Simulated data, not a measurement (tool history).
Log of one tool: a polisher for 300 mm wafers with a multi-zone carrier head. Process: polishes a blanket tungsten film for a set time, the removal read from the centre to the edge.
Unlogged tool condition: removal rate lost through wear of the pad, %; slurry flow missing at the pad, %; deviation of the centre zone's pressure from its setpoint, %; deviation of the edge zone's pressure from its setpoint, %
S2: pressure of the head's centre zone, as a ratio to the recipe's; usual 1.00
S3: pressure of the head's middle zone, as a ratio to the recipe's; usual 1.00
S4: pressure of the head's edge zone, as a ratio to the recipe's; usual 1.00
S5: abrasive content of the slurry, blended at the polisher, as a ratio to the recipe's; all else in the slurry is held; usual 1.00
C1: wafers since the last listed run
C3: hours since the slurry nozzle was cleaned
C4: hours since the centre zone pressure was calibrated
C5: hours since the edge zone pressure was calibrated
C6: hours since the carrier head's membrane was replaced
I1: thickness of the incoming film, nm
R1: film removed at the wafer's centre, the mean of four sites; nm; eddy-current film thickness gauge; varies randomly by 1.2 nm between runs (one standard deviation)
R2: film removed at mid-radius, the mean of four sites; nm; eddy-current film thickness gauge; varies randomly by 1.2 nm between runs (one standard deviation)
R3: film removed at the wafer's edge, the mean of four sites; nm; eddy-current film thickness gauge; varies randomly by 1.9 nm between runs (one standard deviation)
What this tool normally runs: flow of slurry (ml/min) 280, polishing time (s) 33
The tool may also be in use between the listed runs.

Run 1, hour 0.0: usual settings but S2 0.97, S5 1.10; C1 0; wafers polished on this pad 1541; C3 456.4; C4 394.6; C5 283.5; C6 301.2; I1 614.5. Result: R1 176.8 nm, R2 180.9 nm, R3 182.6 nm.
Run 2, hour 65.1: usual settings; C1 689; wafers polished on this pad 2230; C3 521.5; C4 459.7; C5 348.6; C6 366.3; I1 608.3. Result: R1 177.6 nm, R2 177.7 nm, R3 179.8 nm.
At hour 93.5: centre zone pressure recalibrated.
Run 3, hour 106.2: usual settings; C1 414; wafers polished on this pad 2645; C3 562.6; C4 12.7; C5 389.7; C6 407.4; I1 614.5. Result: R1 177.0 nm, R2 176.8 nm, R3 178.5 nm.
Run 4, hour 146.7: usual settings but S2 0.96, S3 1.03, S4 0.89, polishing time (s) 44; C1 429; wafers polished on this pad 3074; C3 603.1; C4 53.2; C5 430.2; C6 447.9; I1 615.4. Result: R1 225.1 nm, R2 244.2 nm, R3 229.7 nm.
Run 5, hour 181.0: usual settings; C1 363; wafers polished on this pad 3437; C3 637.4; C4 87.5; C5 464.5; C6 482.2; I1 613.0. Result: R1 177.1 nm, R2 178.7 nm, R3 176.7 nm.
At hour 202.9: slurry nozzle cleaned.
Run 6, hour 242.5: usual settings but flow of slurry (ml/min) 325, S5 0.70, polishing time (s) 42; C1 640; wafers polished on this pad 4078; C3 39.6; C4 149.0; C5 526.0; C6 543.7; I1 610.6. Result: R1 217.8 nm, R2 218.4 nm, R3 216.2 nm.
Run 7, hour 290.1: usual settings but S2 0.92; C1 504; wafers polished on this pad 4582; C3 87.2; C4 196.6; C5 573.6; C6 591.3; I1 618.4. Result: R1 162.3 nm, R2 178.7 nm, R3 179.1 nm.
At hour 297.3: worn pad replaced by a new one.
Run 8, hour 350.0: usual settings but flow of slurry (ml/min) 255, S4 0.95, polishing time (s) 36; C1 592; wafers polished on this pad 557; C3 147.1; C4 256.5; C5 633.5; C6 651.2; I1 603.1. Result: R1 192.8 nm, R2 194.3 nm, R3 190.2 nm.
Run 9, hour 375.1: usual settings but S4 0.91, polishing time (s) 23; C1 265; wafers polished on this pad 823; C3 172.2; C4 281.6; C5 658.6; C6 676.3; I1 611.5. Result: R1 124.1 nm, R2 124.8 nm, R3 120.8 nm.
Run 10, hour 445.1: usual settings but S2 0.94, polishing time (s) 39; C1 741; wafers polished on this pad 1565; C3 242.2; C4 351.6; C5 728.6; C6 746.3; I1 602.6. Result: R1 196.9 nm, R2 209.3 nm, R3 215.1 nm.
At hour 460.6: edge zone pressure recalibrated.
Run 11, hour 505.9: usual settings but flow of slurry (ml/min) 255; C1 622; wafers polished on this pad 2188; C3 303.0; C4 412.4; C5 45.3; C6 807.1; I1 610.1. Result: R1 175.5 nm, R2 177.3 nm, R3 180.0 nm.
Run 12, hour 560.5: usual settings but S3 0.97, S4 1.09, S5 1.25; C1 578; wafers polished on this pad 2766; C3 357.6; C4 467.0; C5 99.9; C6 861.7; I1 619.4. Result: R1 185.1 nm, R2 180.6 nm, R3 196.5 nm.
At hour 621.6: centre zone pressure recalibrated.
Run 13, hour 711.8: usual settings but S4 0.89, polishing time (s) 39; C1 1581; wafers polished on this pad 4348; C3 508.9; C4 90.2; C5 251.2; C6 1013.0; I1 612.6. Result: R1 211.4 nm, R2 210.1 nm, R3 202.4 nm.
At hour 778.2: worn pad replaced by a new one.
Run 14, hour 780.1: usual settings but flow of slurry (ml/min) 185, S3 1.10, S4 0.95, S5 1.25; C1 681; wafers polished on this pad 20; C3 577.2; C4 158.5; C5 319.5; C6 1081.3; I1 604.6. Result: R1 177.8 nm, R2 192.3 nm, R3 178.8 nm.
At hour 791.2: carrier head's membrane replaced by a new one.
Run 15, hour 827.5: usual settings but S5 1.10; C1 449; wafers polished on this pad 469; C3 624.6; C4 205.9; C5 366.9; C6 36.3; I1 605.8. Result: R1 181.1 nm, R2 182.6 nm, R3 180.7 nm.
Run 16, hour 876.4: usual settings but flow of slurry (ml/min) 345, S3 0.94; C1 518; wafers polished on this pad 987; C3 673.5; C4 254.8; C5 415.8; C6 85.2; I1 605.4. Result: R1 179.7 nm, R2 171.2 nm, R3 184.3 nm.
At hour 897.2: slurry nozzle cleaned.
Run 17, hour 913.5: usual settings but S4 0.89, polishing time (s) 25; C1 382; wafers polished on this pad 1369; C3 16.3; C4 291.9; C5 452.9; C6 122.3; I1 614.8. Result: R1 134.3 nm, R2 136.6 nm, R3 129.7 nm.
Run 18, hour 962.3: usual settings but S4 0.91, polishing time (s) 23; C1 516; wafers polished on this pad 1886; C3 65.1; C4 340.7; C5 501.7; C6 171.1; I1 610.2. Result: R1 123.7 nm, R2 126.1 nm, R3 120.6 nm.
Run 19, hour 999.9: usual settings but S2 0.94, S4 1.03; C1 398; wafers polished on this pad 2284; C3 102.7; C4 378.3; C5 539.3; C6 208.7; I1 613.1. Result: R1 166.8 nm, R2 178.6 nm, R3 182.6 nm.
Run 20, hour 1056.0: usual settings but flow of slurry (ml/min) 245; C1 594; wafers polished on this pad 2879; C3 158.8; C4 434.4; C5 595.4; C6 264.8; I1 614.3. Result: R1 171.9 nm, R2 177.3 nm, R3 180.0 nm.

What if the next run were any one of these 5? Each begins from the tool's condition after run 20:
Run A, hour 1056.4: usual settings; C1 4; wafers polished on this pad 2883; C3 159.2; C4 434.8; C5 595.8; C6 265.2; I1 609.6. Result: R1 ?, R2 ?, R3 ?.
Run B, hour 1056.4: usual settings but polishing time (s) 38; C1 4; wafers polished on this pad 2883; C3 159.2; C4 434.8; C5 595.8; C6 265.2; I1 609.6. Result: R1 ?, R2 ?, R3 ?.
Run C, hour 1056.4: usual settings but flow of slurry (ml/min) 350, S4 0.88, polishing time (s) 28; C1 4; wafers polished on this pad 2883; C3 159.2; C4 434.8; C5 595.8; C6 265.2; I1 609.6. Result: R1 ?, R2 ?, R3 ?.
Run D, hour 1056.4: usual settings but flow of slurry (ml/min) 315, S5 0.80; C1 4; wafers polished on this pad 2883; C3 159.2; C4 434.8; C5 595.8; C6 265.2; I1 609.6. Result: R1 ?, R2 ?, R3 ?.
Run E, hour 1056.4: usual settings but S2 0.94, S3 0.89, S4 0.93, polishing time (s) 28; C1 4; wafers polished on this pad 2883; C3 159.2; C4 434.8; C5 595.8; C6 265.2; I1 609.6. Result: R1 ?, R2 ?, R3 ?.

run     R1     R2     R3
  A  177.0  179.3  179.6
  B  203.8  206.4  206.9
  C  153.4  155.1  146.2
  D  172.5  174.5  174.4
  E  141.0  138.0  147.8
With no hidden state in the tool, these same runs would have given:
run     R1     R2     R3
  A  177.0  179.3  179.6
  B  203.8  206.4  206.9
  C  153.4  155.1  146.2
  D  172.5  174.5  174.4
  E  141.0  138.0  147.8
